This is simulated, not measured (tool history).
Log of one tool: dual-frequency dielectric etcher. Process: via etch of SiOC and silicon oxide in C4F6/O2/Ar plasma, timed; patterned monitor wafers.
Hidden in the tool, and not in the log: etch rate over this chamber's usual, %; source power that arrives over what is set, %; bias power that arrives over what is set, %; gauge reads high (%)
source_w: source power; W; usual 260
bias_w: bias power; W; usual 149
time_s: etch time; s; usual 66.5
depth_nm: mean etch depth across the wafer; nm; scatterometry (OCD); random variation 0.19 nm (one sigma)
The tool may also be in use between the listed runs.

run    day  source_w  bias_w  time_s  wafers since the last listed run  hours since the last wet clean  hours since the last source power generator calibration  hours since the last bias power generator calibration  hours since the last upper electrode change  hours since the gauge calibration  read-back reference wafer on the same gauge, depth_nm  depth_nm
  1      0       230     149    66.5                                 0                           238.5                                                     1454                                                 2498.3                                       2605.8                                 64                                                   51.8        55
  2  0.383       230     149    66.5                                97                           247.7                                                   1463.2                                                 2507.5                                         2615                               73.2                                                   51.8        55
  3  0.896       260     149    66.5                               129                             260                                                   1475.5                                                 2519.8                                       2627.3                               85.5                                                   51.8      57.1
  4  1.638       260     149    66.5                               187                           277.8                                                   1493.3                                                 2537.6                                       2645.1                              103.3                                                   51.8      56.7
  5  2.338       260     149    66.5                               177                           294.6                                                   1510.1                                                 2554.4                                       2661.9                              120.1                                                   51.8      56.9
  6  3.033       260     149    75.5                               176                           311.3                                                   1526.8                                                 2571.1                                       2678.6                              136.8                                                   51.8      64.7
  7  3.512       260     149    75.5                               121                           322.8                                                   1538.3                                                 2582.6                                       2690.1                              148.3                                                   51.8      64.5
      4.55  -- source power generator calibrated
     4.938  -- upper electrode replaced
     5.096  -- wet clean of the chamber
  8  5.117       230     149    66.5                               225                             0.5                                                     13.6                                                 2621.1                                          4.3                              186.8                                                   51.9        53
  9  5.133       260     149    66.5                                 4                             0.9                                                       14                                                 2621.5                                          4.7                              187.2                                                   51.7      54.5
 10  5.146       310     166      86                                 3                             1.2                                                     14.3                                                 2621.8                                            5                              187.5                                                   51.8      76.8
     5.492  -- bias power generator calibrated
 11  5.662       230     149    66.5                                88                            13.6                                                     26.7                                                    4.1                                         17.4                              199.9                                                   51.8      53.2
 12  6.104       230     127      82                               111                            24.2                                                     37.3                                                   14.7                                           28                              210.5                                                   51.8      61.2
       6.2  -- gauge calibrated
 13  6.742       210     132      84                               161                            39.5                                                     52.6                                                     30                                         43.3                                 13                                                   51.8      62.2
 14    7.1       320     125    77.5                                90                            48.1                                                     61.2                                                   38.6                                         51.9                               21.6                                                   51.8        62
 15  8.229       220     118      82                               285                            75.2                                                     88.3                                                   65.7                                           79                               48.7                                                   51.8      58.8

Hidden state at the last listed run before each entry between runs and at the first one after, where it differs:
After run 7, before run 8: source power generator calibrated (day 4.55); upper electrode replaced (day 4.938); wet clean of the chamber (day 5.096)
  etch rate over this chamber's usual, %: 4.22 -> -0.779
  measured less the result without the state, depth_nm: +2.6 -> -0.5 nm
After run 10, before run 11: bias power generator calibrated (day 5.492)
  etch rate over this chamber's usual, %: -0.77 -> -0.599
  measured less the result without the state, depth_nm: -0.5 -> -0.3 nm
After run 12, before run 13: gauge calibrated (day 6.2)
  etch rate over this chamber's usual, %: -0.453 -> -0.242
  measured less the result without the state, depth_nm: -0.3 -> -0.2 nm
